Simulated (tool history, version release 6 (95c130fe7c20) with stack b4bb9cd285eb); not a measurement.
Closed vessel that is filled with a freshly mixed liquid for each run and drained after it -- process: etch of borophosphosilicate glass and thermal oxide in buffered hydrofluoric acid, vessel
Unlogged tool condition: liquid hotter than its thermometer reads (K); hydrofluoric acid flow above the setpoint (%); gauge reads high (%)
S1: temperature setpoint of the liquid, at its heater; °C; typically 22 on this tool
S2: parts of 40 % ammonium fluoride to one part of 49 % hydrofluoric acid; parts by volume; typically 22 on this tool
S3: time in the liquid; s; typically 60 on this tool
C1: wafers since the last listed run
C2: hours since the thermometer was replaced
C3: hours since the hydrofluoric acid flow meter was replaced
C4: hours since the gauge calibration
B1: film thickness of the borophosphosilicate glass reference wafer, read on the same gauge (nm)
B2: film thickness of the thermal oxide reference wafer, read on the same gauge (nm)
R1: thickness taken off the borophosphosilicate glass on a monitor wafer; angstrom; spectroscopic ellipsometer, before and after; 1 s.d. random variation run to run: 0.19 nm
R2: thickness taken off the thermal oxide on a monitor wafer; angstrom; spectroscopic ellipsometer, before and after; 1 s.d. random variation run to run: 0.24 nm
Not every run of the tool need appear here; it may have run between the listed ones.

run 1 day=0 | S1=22 S2=22 S3=60 | C1=0 C2=9.6 C3=2215.7 C4=336.3 | B1=129.07 B2=129.09 | R1=515.4 R2=297.9
run 2 day=1.246 | S1=22 S2=22 S3=60 | C1=2073 C2=39.5 C3=2245.6 C4=366.2 | B1=128.84 B2=128.86 | R1=512.9 R2=299.1
run 3 day=2.117 | S1=25 S2=24 S3=60 | C1=1449 C2=60.4 C3=2266.5 C4=387.1 | B1=128.72 B2=128.7 | R1=572.3 R2=329.8
run 4 day=3.483 | S1=25 S2=24 S3=60 | C1=2274 C2=93.2 C3=2299.3 C4=419.9 | B1=128.47 B2=128.49 | R1=568.4 R2=328.8
-- day=4.383 hydrofluoric acid flow meter replaced
run 5 day=4.4 | S1=25 S2=24 S3=60 | C1=1456 C2=115.2 C3=0.4 C4=441.9 | B1=128.25 B2=128.27 | R1=565.5 R2=330.3
run 6 day=5.771 | S1=22 S2=22 S3=60 | C1=2281 C2=148.1 C3=33.3 C4=474.8 | B1=127.98 B2=127.99 | R1=512.6 R2=294.1
run 7 day=7.208 | S1=24.5 S2=22 S3=60 | C1=2392 C2=182.6 C3=67.8 C4=509.3 | B1=127.62 B2=127.56 | R1=587.3 R2=340.6
run 8 day=8.138 | S1=18.5 S2=17 S3=75 | C1=1546 C2=204.9 C3=90.1 C4=531.6 | B1=127.41 B2=127.35 | R1=655.1 R2=379.8
run 9 day=8.904 | S1=17.5 S2=22 S3=60 | C1=1275 C2=223.3 C3=108.5 C4=550 | B1=127.21 B2=127.19 | R1=394 R2=227.4
run 10 day=9.483 | S1=22 S2=22 S3=60 | C1=963 C2=237.2 C3=122.4 C4=563.9 | B1=127.05 B2=127.03 | R1=508.6 R2=291.1
run 11 day=10.888 | S1=26 S2=16.5 S3=90 | C1=2336 C2=270.9 C3=156.1 C4=597.6 | B1=126.66 B2=126.64 | R1=1225.2 R2=699
-- day=11.375 gauge calibrated
run 12 day=11.729 | S1=22 S2=22 S3=60 | C1=1400 C2=291.1 C3=176.3 C4=8.5 | B1=129.64 B2=129.63 | R1=519.4 R2=298.6
run 13 day=12.429 | S1=19 S2=30 S3=60 | C1=1164 C2=307.9 C3=193.1 C4=25.3 | B1=129.63 B2=129.65 | R1=354.4 R2=204.4
run 14 day=13.483 | S1=22 S2=16 S3=60 | C1=1754 C2=333.2 C3=218.4 C4=50.6 | B1=129.63 B2=129.61 | R1=685.5 R2=400
run 15 day=14.35 | S1=18.5 S2=28.5 S3=80 | C1=1442 C2=354 C3=239.2 C4=71.4 | B1=129.6 B2=129.59 | R1=475.1 R2=272.3
run 16 day=15.521 | S1=17.5 S2=22 S3=60 | C1=1948 C2=382.1 C3=267.3 C4=99.5 | B1=129.56 B2=129.55 | R1=402.1 R2=230.6
run 17 day=17.004 | S1=25 S2=24 S3=60 | C1=2468 C2=417.7 C3=302.9 C4=135.1 | B1=129.47 B2=129.5 | R1=574.3 R2=333.2
run 18 day=18.117 | S1=17.5 S2=13.5 S3=90 | C1=1851 C2=444.4 C3=329.6 C4=161.8 | B1=129.39 B2=129.37 | R1=952.6 R2=549.5
run 19 day=18.738 | S1=25 S2=29 S3=60 | C1=1033 C2=459.3 C3=344.5 C4=176.7 | B1=129.37 B2=129.35 | R1=501.4 R2=292.7
run 20 day=19.35 | S1=22 S2=15.5 S3=60 | C1=1019 C2=474 C3=359.2 C4=191.4 | B1=129.3 B2=129.29 | R1=714.4 R2=409
run 21 day=20.275 | S1=20 S2=26.5 S3=30 | C1=1539 C2=496.2 C3=381.4 C4=213.6 | B1=129.2 B2=129.24 | R1=203.3 R2=117.1
run 22 day=21.088 | S1=19 S2=22 S3=60 | C1=1352 C2=515.7 C3=400.9 C4=233.1 | B1=129.11 B2=129.14 | R1=436.9 R2=252.1
run 23 day=21.679 | S1=18 S2=13.5 S3=60 | C1=984 C2=529.9 C3=415.1 C4=247.3 | B1=129.05 B2=129.04 | R1=653.6 R2=372.4
run 24 day=22.512 | S1=17.5 S2=25.5 S3=70 | C1=1386 C2=549.9 C3=435.1 C4=267.3 | B1=128.96 B2=128.96 | R1=420.7 R2=245

Consider 5 possible next runs. They are alternatives, not a sequence: every one starts from the tool as it was left by run 24. What does each give?
run A day=22.542 | S1=22 S2=22 S3=60 | C1=48 C2=550.6 C3=435.8 C4=268 | B1=? B2=? | R1=? R2=?
run B day=22.542 | S1=22 S2=19 S3=60 | C1=48 C2=550.6 C3=435.8 C4=268 | B1=? B2=? | R1=? R2=?
run C day=22.542 | S1=17.5 S2=17.5 S3=45 | C1=48 C2=550.6 C3=435.8 C4=268 | B1=? B2=? | R1=? R2=?
run D day=22.542 | S1=18 S2=22 S3=75 | C1=48 C2=550.6 C3=435.8 C4=268 | B1=? B2=? | R1=? R2=?
run E day=22.542 | S1=18 S2=22 S3=50 | C1=48 C2=550.6 C3=435.8 C4=268 | B1=? B2=? | R1=? R2=?

run=A B1=128.92 B2=129 R1=516.2 R2=296.7
run=B B1=128.92 B2=129 R1=580.1 R2=333.3
run=C B1=128.92 B2=129 R1=367.6 R2=210.5
run=D B1=128.92 B2=129 R1=516.6 R2=296.2
run=E B1=128.92 B2=129 R1=344.4 R2=197.5
Take away the tool's hidden state, keep each run's random variation, and the runs would have read:
run=A R1=520.4 R2=299.2
run=B R1=584.9 R2=336.1
run=C R1=370.6 R2=212.3
run=D R1=520.8 R2=298.7
run=E R1=347.2 R2=199.1

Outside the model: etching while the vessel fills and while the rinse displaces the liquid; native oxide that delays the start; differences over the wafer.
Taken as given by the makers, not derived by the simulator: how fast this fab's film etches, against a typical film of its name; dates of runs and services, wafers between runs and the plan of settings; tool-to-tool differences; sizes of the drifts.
